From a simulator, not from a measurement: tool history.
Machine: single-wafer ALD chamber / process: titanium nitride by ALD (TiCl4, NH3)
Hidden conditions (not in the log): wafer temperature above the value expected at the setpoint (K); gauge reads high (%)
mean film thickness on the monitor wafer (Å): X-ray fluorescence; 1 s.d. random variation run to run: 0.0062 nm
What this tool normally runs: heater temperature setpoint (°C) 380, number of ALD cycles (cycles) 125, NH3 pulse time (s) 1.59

run   hour  heater temperature setpoint (°C)  number of ALD cycles (cycles)  NH3 pulse time (s)  wafers since the last listed run  hours since the last thermocouple change  hours since the showerhead was replaced  hours since the gauge calibration  read-back reference wafer on the same gauge, thickness_nm  mean film thickness on the monitor wafer (Å)
  1    0.0                               370                            125                1.28                                 0                                    2385.6                                   7440.7                              754.2                                                      2.225                                         24.37
  2   34.8                               370                            125                1.28                               105                                    2420.4                                   7475.5                              789.0                                                      2.227                                         24.44
  3   66.9                               370                            125                1.28                                97                                    2452.5                                   7507.6                              821.1                                                      2.229                                         24.37
  4  100.8                               380                            125                1.59                               102                                    2486.4                                   7541.5                              855.0                                                      2.234                                         25.29
  5  114.0                               380                            125                1.59                                39                                    2499.6                                   7554.7                              868.2                                                      2.234                                         25.40
  6  130.4                               380                            125                1.59                                49                                    2516.0                                   7571.1                              884.6                                                      2.234                                         25.38
  7  151.6                               380                            125                1.17                                64                                    2537.2                                   7592.3                              905.8                                                      2.237                                         24.74
  8  172.9                               380                            125                1.17                                64                                    2558.5                                   7613.6                              927.1                                                      2.239                                         24.60
  9  205.0                               380                            125                1.59                                97                                    2590.6                                   7645.7                              959.2                                                      2.242                                         25.51
 10  239.5                               380                            125                1.59                               104                                    2625.1                                   7680.2                              993.7                                                      2.245                                         25.45
 11  260.5                               380                            125                1.59                                63                                    2646.1                                   7701.2                             1014.7                                                      2.246                                         25.59
     273.4  -- showerhead replaced
 12  279.8                               380                            125                1.59                                34                                    2665.4                                      6.4                             1034.0                                                      2.251                                         25.48
     318.6  -- gauge calibrated
     332.1  -- thermocouple changed; heater temperature recalibrated
 13  332.6                               380                            125                1.18                               135                                       0.5                                     59.2                               14.0                                                      2.187                                         24.18
 14  344.8                               380                            125                1.18                                36                                      12.7                                     71.4                               26.2                                                      2.187                                         24.10
 15  368.9                               380                            125                1.18                                72                                      36.8                                     95.5                               50.3                                                      2.189                                         24.12
 16  418.9                               384                            125                1.59                               151                                      86.8                                    145.5                              100.3                                                      2.189                                         24.85
 17  475.2                               380                            125                1.59                               170                                     143.1                                    201.8                              156.6                                                      2.191                                         24.90
 18  490.9                               380                            125                1.59                                47                                     158.8                                    217.5                              172.3                                                      2.189                                         24.89
 19  516.1                               374                            105                2.17                                76                                     184.0                                    242.7                              197.5                                                      2.191                                         21.36
 20  542.9                               372                            113                1.05                                81                                     210.8                                    269.5                              224.3                                                      2.190                                         21.17
 21  565.1                               380                            105                1.08                                67                                     233.0                                    291.7                              246.5                                                      2.192                                         20.09
 22  586.1                               372                            125                1.41                                63                                     254.0                                    312.7                              267.5                                                      2.191                                         24.46
 23  599.9                               380                            145                2.16                                41                                     267.8                                    326.5                              281.3                                                      2.193                                         29.49
 24  618.6                               380                            125                1.59                                56                                     286.5                                    345.2                              300.0                                                      2.193                                         24.94
 25  634.5                               380                            125                1.59                                48                                     302.4                                    361.1                              315.9                                                      2.194                                         25.03
 26  660.7                               386                            125                1.59                                79                                     328.6                                    387.3                              342.1                                                      2.193                                         25.12
 27  673.2                               380                            125                1.59                                37                                     341.1                                    399.8                              354.6                                                      2.194                                         25.02
 28  688.8                               387                            137                1.27                                47                                     356.7                                    415.4                              370.2                                                      2.195                                         27.09
 29  705.8                               380                            125                1.59                                51                                     373.7                                    432.4                              387.2                                                      2.195                                         24.89
 30  735.3                               380                            125                1.59                                89                                     403.2                                    461.9                              416.7                                                      2.196                                         24.97
 31  767.7                               391                            149                1.98                                98                                     435.6                                    494.3                              449.1                                                      2.198                                         30.56
 32  786.6                               392                            139                1.31                                57                                     454.5                                    513.2                              468.0                                                      2.199                                         27.72
 33  808.3                               380                            125                1.59                                65                                     476.2                                    534.9                              489.7                                                      2.199                                         24.95
 34  840.8                               365                            125                2.09                                98                                     508.7                                    567.4                              522.2                                                      2.199                                         25.03
 35  871.9                               380                            125                1.59                                94                                     539.8                                    598.5                              553.3                                                      2.204                                         25.04
 36  898.3                               391                            101                1.59                                79                                     566.2                                    624.9                              579.7                                                      2.206                                         20.52
 37  933.1                               386                            144                1.84                               105                                     601.0                                    659.7                              614.5                                                      2.208                                         29.44
 38  965.6                               380                            125                1.12                                98                                     633.5                                    692.2                              647.0                                                      2.208                                         24.18
 39  978.1                               380                            125                1.59                                37                                     646.0                                    704.7                              659.5                                                      2.209                                         25.12

Consider 5 possible next runs. They are alternatives, not a sequence: every one starts from the tool as it was left by run 39. What does each give?
  A  978.8                               380                            125                2.04                                 2                                     646.7                                    705.4                              660.2                                                          ?                                             ?
  B  978.8                               386                            146                1.59                                 2                                     646.7                                    705.4                              660.2                                                          ?                                             ?
  C  978.8                               371                            125                1.79                                 2                                     646.7                                    705.4                              660.2                                                          ?                                             ?
  D  978.8                               388                            125                1.31                                 2                                     646.7                                    705.4                              660.2                                                          ?                                             ?
  E  978.8                               391                            133                1.59                                 2                                     646.7                                    705.4                              660.2                                                          ?                                             ?

run  read-back reference wafer on the same gauge, thickness_nm  mean film thickness on the monitor wafer (Å)
  A                                                      2.210                                         25.63
  B                                                      2.210                                         29.56
  C                                                      2.210                                         25.12
  D                                                      2.210                                         24.96
  E                                                      2.210                                         27.06
Without the tool's hidden state the same runs would have given:
run  mean film thickness on the monitor wafer (Å)
  A                                         25.41
  B                                         29.31
  C                                         24.91
  D                                         24.74
  E                                         26.83
